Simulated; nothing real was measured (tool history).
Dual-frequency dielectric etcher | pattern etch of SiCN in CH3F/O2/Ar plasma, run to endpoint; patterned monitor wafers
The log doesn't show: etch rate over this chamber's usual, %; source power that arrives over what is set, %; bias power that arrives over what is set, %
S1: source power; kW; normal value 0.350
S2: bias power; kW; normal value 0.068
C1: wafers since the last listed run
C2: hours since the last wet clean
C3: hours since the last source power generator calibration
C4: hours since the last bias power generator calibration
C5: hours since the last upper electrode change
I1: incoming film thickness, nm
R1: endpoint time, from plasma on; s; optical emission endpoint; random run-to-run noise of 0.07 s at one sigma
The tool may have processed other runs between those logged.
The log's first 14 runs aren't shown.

run,hour,S1,S2,C1,C2,C3,C4,C5,I1,R1
15,1170.2,0.350,0.075,1192,757.0,165.3,121.9,1850.8,7.88,19.9
16,1224.0,0.350,0.078,675,810.8,219.1,175.7,1904.6,7.90,19.6
17,1296.8,0.430,0.068,913,883.6,291.9,248.5,1977.4,7.84,18.7
# hour 1333.8: wet clean of the chamber
18,1339.4,0.290,0.068,233,5.6,334.5,291.1,2020.0,7.97,22.6
19,1382.3,0.380,0.078,538,48.5,377.4,334.0,2062.9,7.83,19.2
# hour 1475.7: upper electrode replaced
20,1481.5,0.280,0.068,944,147.7,476.6,433.2,5.8,7.93,22.5
21,1539.2,0.270,0.059,724,205.4,534.3,490.9,63.5,7.94,23.9
22,1686.6,0.290,0.085,1850,352.8,681.7,638.3,210.9,7.93,20.8
23,1777.0,0.300,0.055,1134,443.2,772.1,728.7,301.3,7.92,23.3
24,2084.6,0.350,0.068,3861,750.8,1079.7,1036.3,608.9,7.93,20.6
# hour 2194.7: wet clean of the chamber
25,2195.2,0.260,0.068,1087,0.5,1190.3,1146.9,719.5,7.91,23.4
26,2268.6,0.350,0.080,921,73.9,1263.7,1220.3,792.9,7.94,20.0
27,2364.2,0.420,0.084,1200,169.5,1359.3,1315.9,888.5,7.95,18.4
28,2439.6,0.300,0.073,946,244.9,1434.7,1391.3,963.9,7.86,21.6
29,2503.0,0.380,0.077,795,308.3,1498.1,1454.7,1027.3,7.88,19.5
30,2562.5,0.310,0.055,746,367.8,1557.6,1514.2,1086.8,7.83,23.0
# hour 2570.8: bias power generator calibrated
31,2622.1,0.350,0.062,697,427.4,1617.2,51.3,1146.4,7.80,20.9

What will run 32 give?
32,2673.8,0.350,0.080,649,479.1,1668.9,103.0,1198.1,8.00,?

R1: 19.8 s
The same run, on a tool lacking any hidden state, would have yielded R1 20.0 s.

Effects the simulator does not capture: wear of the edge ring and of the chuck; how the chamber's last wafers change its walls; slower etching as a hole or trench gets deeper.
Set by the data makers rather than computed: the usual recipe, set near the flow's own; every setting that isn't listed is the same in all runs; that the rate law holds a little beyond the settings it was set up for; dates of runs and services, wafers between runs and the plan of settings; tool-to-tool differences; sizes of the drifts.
